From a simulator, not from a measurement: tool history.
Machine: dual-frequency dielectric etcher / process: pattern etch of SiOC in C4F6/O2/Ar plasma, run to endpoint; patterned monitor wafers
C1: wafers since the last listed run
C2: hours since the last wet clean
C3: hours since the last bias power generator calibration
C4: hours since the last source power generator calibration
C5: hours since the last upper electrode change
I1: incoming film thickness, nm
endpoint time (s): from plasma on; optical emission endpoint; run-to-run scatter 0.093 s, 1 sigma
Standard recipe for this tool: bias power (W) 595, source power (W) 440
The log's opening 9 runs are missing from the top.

Run 10, day 16.35: usual settings; C1 581; C2 576.4; C3 2242.8; C4 1552.7; C5 4206.8; I1 48.47. Result: endpoint time (s) 15.1.
At day 17.788: wet clean of the chamber.
Run 11, day 18.471: usual settings but source power (W) 500; C1 413; C2 16.4; C3 2293.7; C4 1603.6; C5 4257.7; I1 48.59. Result: endpoint time (s) 13.9.
Run 12, day 21.079: usual settings but source power (W) 500; C1 962; C2 79; C3 2356.3; C4 1666.2; C5 4320.3; I1 48.12. Result: endpoint time (s) 13.7.
At day 22.971: bias power generator calibrated.
At day 23.329: upper electrode replaced.
Run 13, day 27.858: usual settings but source power (W) 500; C1 2308; C2 241.7; C3 117.3; C4 1828.9; C5 108.7; I1 48.39. Result: endpoint time (s) 14.1.
Run 14, day 29.008: usual settings but bias power (W) 648; C1 424; C2 269.3; C3 144.9; C4 1856.5; C5 136.3; I1 48.85. Result: endpoint time (s) 14.2.
Run 15, day 30.758: usual settings but bias power (W) 648; C1 645; C2 311.3; C3 186.9; C4 1898.5; C5 178.3; I1 48.07. Result: endpoint time (s) 14.3.
Run 16, day 32.025: usual settings but bias power (W) 513, source power (W) 540; C1 467; C2 341.7; C3 217.3; C4 1928.9; C5 208.7; I1 48.33. Result: endpoint time (s) 14.7.
Run 17, day 33.679: usual settings but source power (W) 500; C1 610; C2 381.4; C3 257; C4 1968.6; C5 248.4; I1 48.45. Result: endpoint time (s) 14.1.
Run 18, day 35.946: usual settings but bias power (W) 509, source power (W) 470; C1 836; C2 435.8; C3 311.4; C4 2023; C5 302.8; I1 48.61. Result: endpoint time (s) 15.8.
Run 19, day 37.558: usual settings but bias power (W) 537; C1 595; C2 474.5; C3 350.1; C4 2061.7; C5 341.5; I1 48.25. Result: endpoint time (s) 15.7.
Run 20, day 38.567: usual settings but bias power (W) 510, source power (W) 380; C1 372; C2 498.7; C3 374.3; C4 2085.9; C5 365.7; I1 48.46. Result: endpoint time (s) 17.5.
At day 42.783: wet clean of the chamber.
Run 21, day 47.325: usual settings but bias power (W) 633; C1 2863; C2 109; C3 584.5; C4 2296.1; C5 575.9; I1 48.59. Result: endpoint time (s) 14.2.
Run 22, day 48.679: usual settings but bias power (W) 554; C1 499; C2 141.5; C3 617; C4 2328.6; C5 608.4; I1 48.48. Result: endpoint time (s) 15.4.
Run 23, day 50.408: usual settings but bias power (W) 679; C1 638; C2 183; C3 658.5; C4 2370.1; C5 649.9; I1 48.68. Result: endpoint time (s) 13.9.
At day 52.592: source power generator calibrated.
Run 24, day 52.612: usual settings but bias power (W) 551, source power (W) 340; C1 752; C2 235.9; C3 711.4; C4 0.5; C5 702.8; I1 48.45. Result: endpoint time (s) 17.5.
Run 25, day 54.629: usual settings but bias power (W) 709, source power (W) 500; C1 744; C2 284.3; C3 759.8; C4 48.9; C5 751.2; I1 48.44. Result: endpoint time (s) 12.6.
Run 26, day 55.888: usual settings; C1 464; C2 314.5; C3 790; C4 79.1; C5 781.4; I1 48.5. Result: endpoint time (s) 14.8.
Run 27, day 57.083: usual settings but bias power (W) 735, source power (W) 540; C1 441; C2 343.2; C3 818.7; C4 107.8; C5 810.1; I1 48.86. Result: endpoint time (s) 12.4.
Run 28, day 60.029: usual settings but bias power (W) 693, source power (W) 380; C1 1087; C2 413.9; C3 889.4; C4 178.5; C5 880.8; I1 48.34. Result: endpoint time (s) 14.8.
Run 29, day 62.904: usual settings; C1 1061; C2 482.9; C3 958.4; C4 247.5; C5 949.8; I1 48.37. Result: endpoint time (s) 15.
Run 30, day 65.583: usual settings but bias power (W) 510; C1 988; C2 547.2; C3 1022.7; C4 311.8; C5 1014.1; I1 48.88. Result: endpoint time (s) 16.4.
Run 31, day 67.35: usual settings but bias power (W) 726, source power (W) 510; C1 652; C2 589.6; C3 1065.1; C4 354.2; C5 1056.5; I1 48.63. Result: endpoint time (s) 12.8.

Below are 4 alternative next runs, each starting from the tool's condition after run 31. Predict each:
Run A, day 67.367: usual settings; C1 6; C2 590; C3 1065.5; C4 354.6; C5 1056.9; I1 48.92. Result: endpoint time (s) ?.
Run B, day 67.367: usual settings but bias power (W) 690, source power (W) 480; C1 6; C2 590; C3 1065.5; C4 354.6; C5 1056.9; I1 48.92. Result: endpoint time (s) ?.
Run C, day 67.367: usual settings but bias power (W) 684, source power (W) 410; C1 6; C2 590; C3 1065.5; C4 354.6; C5 1056.9; I1 48.92. Result: endpoint time (s) ?.
Run D, day 67.367: usual settings but source power (W) 350; C1 6; C2 590; C3 1065.5; C4 354.6; C5 1056.9; I1 48.92. Result: endpoint time (s) ?.

run  endpoint time (s)
  A               15.4
  B               13.7
  C               14.8
  D               17.1
Take away the tool's hidden state, keep each run's random variation, and the runs would have read:
run  endpoint time (s)
  A               14.9
  B               13.3
  C               14.3
  D               16.6
